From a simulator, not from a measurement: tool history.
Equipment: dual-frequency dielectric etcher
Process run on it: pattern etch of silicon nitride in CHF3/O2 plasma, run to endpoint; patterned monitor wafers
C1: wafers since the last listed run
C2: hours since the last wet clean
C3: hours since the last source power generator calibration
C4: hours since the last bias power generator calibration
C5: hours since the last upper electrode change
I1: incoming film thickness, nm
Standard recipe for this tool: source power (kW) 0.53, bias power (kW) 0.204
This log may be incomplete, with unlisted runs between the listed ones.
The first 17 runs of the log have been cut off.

-- hour=268.7 wet clean of the chamber
run 18 hour=269.2 | source_power_(kW)=0.53 bias_power_(kW)=0.204 | C1=67 C2=0.5 C3=3609.8 C4=2097.3 C5=74.2 | I1=89.3 | endpoint_time_(s)=52.8
run 19 hour=269.5 | source_power_(kW)=0.57 bias_power_(kW)=0.204 | C1=3 C2=0.8 C3=3610.1 C4=2097.6 C5=74.5 | I1=88 | endpoint_time_(s)=50.9
run 20 hour=275.7 | source_power_(kW)=0.42 bias_power_(kW)=0.191 | C1=70 C2=7 C3=3616.3 C4=2103.8 C5=80.7 | I1=87.4 | endpoint_time_(s)=55.7
run 21 hour=288.8 | source_power_(kW)=0.57 bias_power_(kW)=0.235 | C1=149 C2=20.1 C3=3629.4 C4=2116.9 C5=93.8 | I1=87.8 | endpoint_time_(s)=48.1
-- hour=297.8 source power generator calibrated
run 22 hour=305.2 | source_power_(kW)=0.4 bias_power_(kW)=0.254 | C1=141 C2=36.5 C3=7.4 C4=2133.3 C5=110.2 | I1=88.7 | endpoint_time_(s)=51.5
run 23 hour=357.4 | source_power_(kW)=0.53 bias_power_(kW)=0.204 | C1=597 C2=88.7 C3=59.6 C4=2185.5 C5=162.4 | I1=88.7 | endpoint_time_(s)=51.8
-- hour=367.4 bias power generator calibrated
run 24 hour=367.9 | source_power_(kW)=0.61 bias_power_(kW)=0.236 | C1=74 C2=99.2 C3=70.1 C4=0.5 C5=172.9 | I1=88.4 | endpoint_time_(s)=47.3
run 25 hour=371.4 | source_power_(kW)=0.56 bias_power_(kW)=0.243 | C1=40 C2=102.7 C3=73.6 C4=4 C5=176.4 | I1=87.8 | endpoint_time_(s)=47.5
-- hour=400.3 wet clean of the chamber, repeated, since the last time left the tool worse
run 26 hour=400.8 | source_power_(kW)=0.41 bias_power_(kW)=0.226 | C1=61 C2=0.5 C3=103 C4=33.4 C5=205.8 | I1=88.2 | endpoint_time_(s)=56.6
run 27 hour=401.1 | source_power_(kW)=0.41 bias_power_(kW)=0.219 | C1=3 C2=0.8 C3=103.3 C4=33.7 C5=206.1 | I1=87.8 | endpoint_time_(s)=56.3
run 28 hour=413.7 | source_power_(kW)=0.53 bias_power_(kW)=0.204 | C1=144 C2=13.4 C3=115.9 C4=46.3 C5=218.7 | I1=88.5 | endpoint_time_(s)=55.2
run 29 hour=424 | source_power_(kW)=0.48 bias_power_(kW)=0.235 | C1=117 C2=23.7 C3=126.2 C4=56.6 C5=229 | I1=87.8 | endpoint_time_(s)=53.2

Run 30, settings as shown, results not yet in. Your forecast:
run 30 hour=440 | source_power_(kW)=0.53 bias_power_(kW)=0.204 | C1=183 C2=39.7 C3=142.2 C4=72.6 C5=245 | I1=89.2 | endpoint_time_(s)=?

{"run 30": {"endpoint time (s)": 55.4}}
Without the tool's hidden state the same run would have given endpoint time (s) 55.4.

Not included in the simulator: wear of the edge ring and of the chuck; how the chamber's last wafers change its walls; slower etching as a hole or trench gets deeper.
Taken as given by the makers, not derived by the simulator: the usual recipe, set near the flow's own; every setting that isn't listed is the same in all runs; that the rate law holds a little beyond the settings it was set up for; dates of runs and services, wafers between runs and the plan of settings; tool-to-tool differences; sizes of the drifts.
